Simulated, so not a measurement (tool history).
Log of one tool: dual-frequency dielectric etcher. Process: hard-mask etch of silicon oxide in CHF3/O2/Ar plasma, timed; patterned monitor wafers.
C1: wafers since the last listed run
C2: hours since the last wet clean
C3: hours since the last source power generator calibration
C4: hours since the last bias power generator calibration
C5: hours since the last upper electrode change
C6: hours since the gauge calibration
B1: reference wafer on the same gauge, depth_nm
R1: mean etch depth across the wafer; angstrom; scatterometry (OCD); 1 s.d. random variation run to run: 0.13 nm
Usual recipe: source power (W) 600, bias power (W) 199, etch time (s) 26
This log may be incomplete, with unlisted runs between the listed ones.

run 1 day=0 | source_power_(W)=600 bias_power_(W)=199 etch_time_(s)=26 | C1=0 C2=383.3 C3=3238.6 C4=2667.8 C5=2294.8 C6=1404.7 | B1=59.2 | R1=566
run 2 day=3.296 | source_power_(W)=600 bias_power_(W)=186 etch_time_(s)=26 | C1=887 C2=462.4 C3=3317.7 C4=2746.9 C5=2373.9 C6=1483.8 | B1=59.2 | R1=551
run 3 day=5.45 | source_power_(W)=600 bias_power_(W)=186 etch_time_(s)=26 | C1=580 C2=514.1 C3=3369.4 C4=2798.6 C5=2425.6 C6=1535.5 | B1=59.2 | R1=551
-- day=6.229 source power generator calibrated
run 4 day=6.892 | source_power_(W)=600 bias_power_(W)=186 etch_time_(s)=26 | C1=343 C2=548.7 C3=15.9 C4=2833.2 C5=2460.2 C6=1570.1 | B1=59.2 | R1=541
-- day=8.138 wet clean of the chamber
run 5 day=8.442 | source_power_(W)=600 bias_power_(W)=173 etch_time_(s)=26 | C1=148 C2=7.3 C3=53.1 C4=2870.4 C5=2497.4 C6=1607.3 | B1=59.2 | R1=533
run 6 day=10.325 | source_power_(W)=600 bias_power_(W)=173 etch_time_(s)=26 | C1=507 C2=52.5 C3=98.3 C4=2915.6 C5=2542.6 C6=1652.5 | B1=59.2 | R1=535
run 7 day=12.246 | source_power_(W)=600 bias_power_(W)=199 etch_time_(s)=26 | C1=517 C2=98.6 C3=144.4 C4=2961.7 C5=2588.7 C6=1698.6 | B1=59.2 | R1=565
run 8 day=13.529 | source_power_(W)=600 bias_power_(W)=199 etch_time_(s)=26 | C1=345 C2=129.4 C3=175.2 C4=2992.5 C5=2619.5 C6=1729.4 | B1=59.2 | R1=562
run 9 day=16.196 | source_power_(W)=460 bias_power_(W)=199 etch_time_(s)=26 | C1=718 C2=193.4 C3=239.2 C4=3056.5 C5=2683.5 C6=1793.4 | B1=59.2 | R1=520
run 10 day=18.158 | source_power_(W)=680 bias_power_(W)=199 etch_time_(s)=26 | C1=528 C2=240.5 C3=286.3 C4=3103.6 C5=2730.6 C6=1840.5 | B1=59.2 | R1=580
run 11 day=19.95 | source_power_(W)=600 bias_power_(W)=240 etch_time_(s)=26 | C1=482 C2=283.5 C3=329.3 C4=3146.6 C5=2773.6 C6=1883.5 | B1=59.2 | R1=599
run 12 day=21.362 | source_power_(W)=600 bias_power_(W)=199 etch_time_(s)=26 | C1=380 C2=317.4 C3=363.2 C4=3180.5 C5=2807.5 C6=1917.4 | B1=59.2 | R1=558
-- day=22.362 bias power generator calibrated
run 13 day=23.842 | source_power_(W)=570 bias_power_(W)=199 etch_time_(s)=26 | C1=622 C2=376.9 C3=422.7 C4=35.5 C5=2867 C6=1976.9 | B1=59.3 | R1=547
run 14 day=25.188 | source_power_(W)=600 bias_power_(W)=199 etch_time_(s)=26 | C1=362 C2=409.2 C3=455 C4=67.8 C5=2899.3 C6=2009.2 | B1=59.2 | R1=559
-- day=28.104 wet clean of the chamber
run 15 day=28.125 | source_power_(W)=600 bias_power_(W)=199 etch_time_(s)=18 | C1=521 C2=0.5 C3=525.5 C4=138.3 C5=2969.8 C6=2079.7 | B1=59.2 | R1=387
-- day=30.475 upper electrode replaced
run 16 day=30.496 | source_power_(W)=750 bias_power_(W)=153 etch_time_(s)=32.5 | C1=369 C2=57.4 C3=582.4 C4=195.2 C5=0.5 C6=2136.6 | B1=59.2 | R1=686
run 17 day=32.346 | source_power_(W)=600 bias_power_(W)=199 etch_time_(s)=26 | C1=498 C2=101.8 C3=626.8 C4=239.6 C5=44.9 C6=2181 | B1=59.2 | R1=562
-- day=33.546 gauge calibrated
run 18 day=33.675 | source_power_(W)=600 bias_power_(W)=199 etch_time_(s)=29 | C1=358 C2=133.7 C3=658.7 C4=271.5 C5=76.8 C6=3.1 | B1=59.2 | R1=625
run 19 day=35.621 | source_power_(W)=460 bias_power_(W)=222 etch_time_(s)=26 | C1=524 C2=180.4 C3=705.4 C4=318.2 C5=123.5 C6=49.8 | B1=59.2 | R1=539
run 20 day=37.267 | source_power_(W)=470 bias_power_(W)=182 etch_time_(s)=23.5 | C1=443 C2=219.9 C3=744.9 C4=357.7 C5=163 C6=89.3 | B1=59.2 | R1=456
run 21 day=40.204 | source_power_(W)=680 bias_power_(W)=199 etch_time_(s)=26 | C1=791 C2=290.4 C3=815.4 C4=428.2 C5=233.5 C6=159.8 | B1=59.2 | R1=584
run 22 day=42.738 | source_power_(W)=660 bias_power_(W)=199 etch_time_(s)=26 | C1=682 C2=351.2 C3=876.2 C4=489 C5=294.3 C6=220.6 | B1=59.2 | R1=574
run 23 day=44.596 | source_power_(W)=690 bias_power_(W)=163 etch_time_(s)=19 | C1=500 C2=395.8 C3=920.8 C4=533.6 C5=338.9 C6=265.2 | B1=59.2 | R1=398
run 24 day=45.808 | source_power_(W)=460 bias_power_(W)=199 etch_time_(s)=30 | C1=326 C2=424.9 C3=949.9 C4=562.7 C5=368 C6=294.3 | B1=59.2 | R1=595
run 25 day=47.646 | source_power_(W)=600 bias_power_(W)=199 etch_time_(s)=26 | C1=494 C2=469 C3=994 C4=606.8 C5=412.1 C6=338.4 | B1=59.2 | R1=557
-- day=49.425 wet clean of the chamber
run 26 day=55.621 | source_power_(W)=600 bias_power_(W)=236 etch_time_(s)=22.5 | C1=1878 C2=148.7 C3=1185.4 C4=798.2 C5=603.5 C6=529.8 | B1=59.2 | R1=519
run 27 day=57.042 | source_power_(W)=510 bias_power_(W)=199 etch_time_(s)=19 | C1=382 C2=182.8 C3=1219.5 C4=832.3 C5=637.6 C6=563.9 | B1=59.2 | R1=390
run 28 day=58.317 | source_power_(W)=670 bias_power_(W)=176 etch_time_(s)=31 | C1=343 C2=213.4 C3=1250.1 C4=862.9 C5=668.2 C6=594.5 | B1=59.2 | R1=658
run 29 day=60.142 | source_power_(W)=600 bias_power_(W)=199 etch_time_(s)=28.5 | C1=491 C2=257.2 C3=1293.9 C4=906.7 C5=712 C6=638.3 | B1=59.2 | R1=612
run 30 day=62.862 | source_power_(W)=540 bias_power_(W)=199 etch_time_(s)=26 | C1=732 C2=322.5 C3=1359.2 C4=972 C5=777.3 C6=703.6 | B1=59.1 | R1=539

List, for all runs, the conditions of the tool that the log does not record:
bias power that arrives over what is set, %: 0 on each run
gauge reads high (%): 0 on each run
H1: etch rate over this chamber's usual, %
H2: source power that arrives over what is set, %
run=1 H1=-1.07 H2=4.96
run=2 H1=-1.24 H2=5.21
run=3 H1=-1.36 H2=5.37
run=4 H1=-1.43 H2=-0.238
run=5 H1=0.05 H2=-0.237
run=6 H1=-0.0497 H2=-0.234
run=7 H1=-0.151 H2=-0.228
run=8 H1=-0.219 H2=-0.224
run=9 H1=-0.36 H2=-0.211
run=10 H1=-0.464 H2=-0.199
run=11 H1=-0.559 H2=-0.187
run=12 H1=-0.634 H2=-0.176
run=13 H1=-0.765 H2=-0.154
run=14 H1=-0.836 H2=-0.14
run=15 H1=-0.0547 H2=-0.107
run=16 H1=-0.18 H2=-0.0774
run=17 H1=-0.278 H2=-0.052
run=18 H1=-0.348 H2=-0.0325
run=19 H1=-0.451 H2=-0.0023
run=20 H1=-0.538 H2=0.0249
run=21 H1=-0.694 H2=0.077
run=22 H1=-0.828 H2=0.126
run=23 H1=-0.926 H2=0.164
run=24 H1=-0.99 H2=0.19
run=25 H1=-1.09 H2=0.23
run=26 H1=-0.498 H2=0.428
run=27 H1=-0.573 H2=0.467
run=28 H1=-0.64 H2=0.503
run=29 H1=-0.737 H2=0.556
run=30 H1=-0.881 H2=0.638
